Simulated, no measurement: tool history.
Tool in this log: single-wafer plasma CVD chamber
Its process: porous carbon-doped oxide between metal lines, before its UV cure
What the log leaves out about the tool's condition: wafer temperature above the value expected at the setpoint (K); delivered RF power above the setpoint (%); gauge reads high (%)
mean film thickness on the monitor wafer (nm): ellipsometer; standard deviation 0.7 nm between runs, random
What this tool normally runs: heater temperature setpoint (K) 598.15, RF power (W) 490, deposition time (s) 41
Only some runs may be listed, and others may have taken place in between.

run	hour	heater temperature setpoint (K)	RF power (W)	deposition time (s)	wafers since the last listed run	hours since the last thermocouple change	hours since the last RF generator calibration	hours since the showerhead was replaced	hours since the gauge calibration	read-back reference wafer on the same gauge, thickness_nm	mean film thickness on the monitor wafer (nm)
1	0	598.15	490	41	0	1337.7	30	4748.6	715.9	180.028	178.136
2	41.7	598.15	490	41	507	1379.4	71.7	4790.3	757.6	180.131	177.568
3	139.9	598.15	490	44.9	1194	1477.6	169.9	4888.5	855.8	179.891	194.764
4	207.2	598.15	490	44.9	818	1544.9	237.2	4955.8	923.1	179.819	195.176
5	259.9	604.15	490	41	641	1597.6	289.9	5008.5	975.8	180.015	172.121
6	364.7	598.15	490	41	1275	1702.4	394.7	5113.3	1080.6	179.721	177.147
7	428.3	598.15	490	41	773	1766	458.3	5176.9	1144.2	180.192	177.542
8	610	598.15	490	41	2210	1947.7	640	5358.6	1325.9	179.802	177.696
9	713.8	598.15	490	41	1262	2051.5	743.8	5462.4	1429.7	180.079	177.873
10	793.4	598.15	490	41	968	2131.1	823.4	5542	1509.3	179.951	176.474
11	833.8	598.15	490	41	491	2171.5	863.8	5582.4	1549.7	180.057	177.363
12	935.4	598.15	490	41	1236	2273.1	965.4	5684	1651.3	179.889	177.38
13	985.9	598.15	490	41	614	2323.6	1015.9	5734.5	1701.8	180.146	177.479
14	1081.1	598.15	490	41	1158	2418.8	1111.1	5829.7	1797	179.625	177.311
# hour 1125.6: showerhead replaced
15	1126.1	588.15	490	41	450	2463.8	1156.1	0.5	1842	179.955	187.572
# hour 1153.1: thermocouple changed; heater temperature recalibrated
16	1218.1	588.15	490	41	1022	65	1248.1	92.5	1934	179.557	184.259
17	1278.4	598.15	565	41	733	125.3	1308.4	152.8	1994.3	179.672	182.766
# hour 1486.3: gauge calibrated
18	1492	598.15	490	41	2598	338.9	1522	366.4	5.7	179.904	172.841
# hour 1500.4: thermocouple changed; heater temperature recalibrated, repeated, since the last time left the tool worse
19	1543.8	598.15	535	41	532	43.4	1573.8	418.2	57.5	179.887	186.034
# hour 1556.3: RF generator calibrated
20	1603.6	608.15	515	35.7	630	103.2	47.3	478	117.3	179.895	153.126
21	1667.2	585.15	530	41	773	166.8	110.9	541.6	180.9	180.038	200.071
22	1851.9	612.15	570	36.5	2247	351.5	295.6	726.3	365.6	179.914	158.358
23	1891.5	598.15	535	41	481	391.1	335.2	765.9	405.2	180.211	186.272
24	1981.2	598.15	490	47.3	1091	480.8	424.9	855.6	494.9	180.098	208.053
25	2043.2	611.15	400	33.5	754	542.8	486.9	917.6	556.9	180.129	129.992
26	2105.9	598.15	565	41	762	605.5	549.6	980.3	619.6	179.923	189.364
27	2157.2	598.15	440	32.8	624	656.8	600.9	1031.6	670.9	180.015	140.83
28	2213.4	598.15	565	41	683	713	657.1	1087.8	727.1	180.028	188.104
29	2299.8	598.15	490	41	1051	799.4	743.5	1174.2	813.5	179.676	179.271
30	2335.9	590.15	490	46.7	439	835.5	779.6	1210.3	849.6	179.787	213.651
31	2373.6	593.15	435	34	458	873.2	817.3	1248	887.3	180.114	147.647
32	2469.4	588.15	540	36.4	1165	969	913.1	1343.8	983.1	179.968	174.879
33	2542.5	589.15	490	41	889	1042.1	986.2	1416.9	1056.2	179.881	188.686

How would selected steps in mean film thickness on the monitor wafer (nm) from run to run divide? Give the signed amount a tool lacking its hidden state would still show from settings, what came in and random variation, and the signed amount left for the hidden state, including any gauge scatter that is not in both of the compared results.
Run 14 -> 15: heater temperature setpoint (K) 598.15 -> 588.15, showerhead replaced. mean film thickness on the monitor wafer (nm) +10.261: hidden state -0.581, all else +10.842.
Run 15 -> 16: thermocouple changed; heater temperature recalibrated. mean film thickness on the monitor wafer (nm) -3.313: hidden state -3.462, all else +0.149.
Run 18 -> 19: RF power (W) 490 -> 535, thermocouple changed; heater temperature recalibrated, repeated, since the last time left the tool worse. mean film thickness on the monitor wafer (nm) +13.193: hidden state +7.15, all else +6.043.
Run 24 -> 25: heater temperature setpoint (K) 598.15 -> 611.15, RF power (W) 490 -> 400, deposition time (s) 47.3 -> 33.5. mean film thickness on the monitor wafer (nm) -78.061: hidden state +0.362, all else -78.423.
Run 25 -> 26: heater temperature setpoint (K) 611.15 -> 598.15, RF power (W) 400 -> 565, deposition time (s) 33.5 -> 41. mean film thickness on the monitor wafer (nm) +59.372: hidden state -0.476, all else +59.848.
Run 30 -> 31: heater temperature setpoint (K) 590.15 -> 593.15, RF power (W) 490 -> 435, deposition time (s) 46.7 -> 34. mean film thickness on the monitor wafer (nm) -66.004: hidden state +0.518, all else -66.522.
